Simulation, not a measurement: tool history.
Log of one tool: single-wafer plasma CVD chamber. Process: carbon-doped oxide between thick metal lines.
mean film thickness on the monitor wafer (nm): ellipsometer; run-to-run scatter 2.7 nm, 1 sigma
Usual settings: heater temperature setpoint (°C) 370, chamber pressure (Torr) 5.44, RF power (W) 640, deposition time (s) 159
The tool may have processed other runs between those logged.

| run | hour | heater temperature setpoint (°C) | chamber pressure (Torr) | RF power (W) | deposition time (s) | wafers since the last listed run | hours since the last thermocouple change | hours since the last RF generator calibration | hours since the last manometer calibration | hours since the showerhead was replaced | hours since the gauge calibration | read-back reference wafer on the same gauge, thickness_nm | mean film thickness on the monitor wafer (nm) |
|---|---|---|---|---|---|---|---|---|---|---|---|---|---|
| 1 | 0 | 370 | 5.44 | 640 | 141 | 0 | 1704.3 | 682.8 | 1636.9 | 3295.6 | 1009.3 | 816.495 | 770.327 |
| 2 | 69.3 | 359 | 5.44 | 640 | 146 | 749 | 1773.6 | 752.1 | 1706.2 | 3364.9 | 1078.6 | 816.965 | 819.285 |
| 3 | 145.8 | 359 | 5.44 | 640 | 146 | 827 | 1850.1 | 828.6 | 1782.7 | 3441.4 | 1155.1 | 816.975 | 819.106 |
| 4 | 203.4 | 370 | 5.44 | 640 | 159 | 623 | 1907.7 | 886.2 | 1840.3 | 3499 | 1212.7 | 816.898 | 869.442 |
| 5 | 248.7 | 370 | 5.44 | 640 | 159 | 490 | 1953 | 931.5 | 1885.6 | 3544.3 | 1258 | 817.151 | 871.014 |
| 6 | 287.6 | 370 | 5.44 | 640 | 159 | 420 | 1991.9 | 970.4 | 1924.5 | 3583.2 | 1296.9 | 817.025 | 871.615 |
| 7 | 361.4 | 370 | 5.44 | 640 | 159 | 798 | 2065.7 | 1044.2 | 1998.3 | 3657 | 1370.7 | 816.98 | 870.799 |
| 8 | 461.8 | 370 | 5.44 | 640 | 159 | 1086 | 2166.1 | 1144.6 | 2098.7 | 3757.4 | 1471.1 | 816.315 | 866.29 |
| 9 | 507.5 | 370 | 5.44 | 640 | 149 | 494 | 2211.8 | 1190.3 | 2144.4 | 3803.1 | 1516.8 | 817.121 | 809.944 |
| 10 | 611.2 | 370 | 5.44 | 640 | 149 | 1122 | 2315.5 | 1294 | 2248.1 | 3906.8 | 1620.5 | 817.417 | 813.456 |
| 11 | 709.6 | 370 | 5.44 | 640 | 149 | 1064 | 2413.9 | 1392.4 | 2346.5 | 4005.2 | 1718.9 | 817.039 | 808.975 |
|  | 719.4 | thermocouple changed; heater temperature recalibrated |
| 12 | 766.4 | 370 | 5.44 | 640 | 159 | 528 | 47 | 1449.2 | 2403.3 | 4062 | 1775.7 | 816.039 | 865.911 |
|  | 776.2 | gauge calibrated |
| 13 | 808.6 | 370 | 5.44 | 640 | 159 | 456 | 89.2 | 1491.4 | 2445.5 | 4104.2 | 32.4 | 816.084 | 861.138 |
| 14 | 860.2 | 370 | 5.91 | 640 | 183 | 558 | 140.8 | 1543 | 2497.1 | 4155.8 | 84 | 816.867 | 996.063 |
| 15 | 911.2 | 370 | 5.44 | 640 | 181 | 551 | 191.8 | 1594 | 2548.1 | 4206.8 | 135 | 816.587 | 987.638 |
|  | 959.6 | capacitance manometer re-zeroed and calibrated |
|  | 1011 | showerhead replaced |
| 16 | 1013.3 | 370 | 6.58 | 640 | 159 | 931 | 293.9 | 1696.1 | 53.7 | 2.3 | 237.1 | 816.76 | 876.128 |
|  | 1124.6 | RF generator calibrated |
| 17 | 1125.1 | 383 | 4.35 | 640 | 159 | 1123 | 405.7 | 0.5 | 165.5 | 114.1 | 348.9 | 817.092 | 848.241 |
| 18 | 1176.6 | 370 | 5.44 | 640 | 159 | 557 | 457.2 | 52 | 217 | 165.6 | 400.4 | 816.714 | 883.921 |
| 19 | 1265.1 | 380 | 6.74 | 640 | 159 | 957 | 545.7 | 140.5 | 305.5 | 254.1 | 488.9 | 818.49 | 880.295 |
| 20 | 1315.5 | 370 | 5.44 | 515 | 159 | 545 | 596.1 | 190.9 | 355.9 | 304.5 | 539.3 | 816.766 | 789.62 |
| 21 | 1423.2 | 370 | 6.59 | 675 | 182 | 1165 | 703.8 | 298.6 | 463.6 | 412.2 | 647 | 816.058 | 1042.239 |
| 22 | 1691.5 | 370 | 5.44 | 695 | 159 | 2902 | 972.1 | 566.9 | 731.9 | 680.5 | 915.3 | 816.641 | 908.259 |
| 23 | 1961 | 357 | 5.07 | 765 | 139 | 2915 | 1241.6 | 836.4 | 1001.4 | 950 | 1184.8 | 817.743 | 846.283 |
| 24 | 2141 | 370 | 5.44 | 640 | 159 | 1947 | 1421.6 | 1016.4 | 1181.4 | 1130 | 1364.8 | 817.414 | 862.592 |
| 25 | 2197.7 | 377 | 5.44 | 640 | 142 | 613 | 1478.3 | 1073.1 | 1238.1 | 1186.7 | 1421.5 | 817.936 | 764.282 |
|  | 2270.7 | gauge calibrated |
| 26 | 2274.1 | 370 | 5.44 | 640 | 159 | 826 | 1554.7 | 1149.5 | 1314.5 | 1263.1 | 3.4 | 815.51 | 867.542 |
| 27 | 2326.8 | 358 | 6.44 | 640 | 186 | 570 | 1607.4 | 1202.2 | 1367.2 | 1315.8 | 56.1 | 818.049 | 1048.532 |

Some steps in mean film thickness on the monitor wafer (nm) between neighbouring runs. How much of each would the tool show without its hidden state too (settings, what came in, random variation), and how much is left for the hidden state, with any gauge scatter that isn't in both results?
Hidden state present: wafer temperature above the value expected at the setpoint (K); delivered RF power above the setpoint (%); true pressure above the setpoint (%); gauge reads high (%).
Run 16 -> 17: heater temperature setpoint (°C) 370 -> 383, chamber pressure (Torr) 6.58 -> 4.35, RF generator calibrated. mean film thickness on the monitor wafer (nm) -27.887: hidden state +18.977, all else -46.864.
Run 20 -> 21: chamber pressure (Torr) 5.44 -> 6.59, RF power (W) 515 -> 675, deposition time (s) 159 -> 182. mean film thickness on the monitor wafer (nm) +252.619: hidden state -4.233, all else +256.852.
Run 26 -> 27: heater temperature setpoint (°C) 370 -> 358, chamber pressure (Torr) 5.44 -> 6.44, deposition time (s) 159 -> 186. mean film thickness on the monitor wafer (nm) +180.99: hidden state -3.968, all else +184.958.
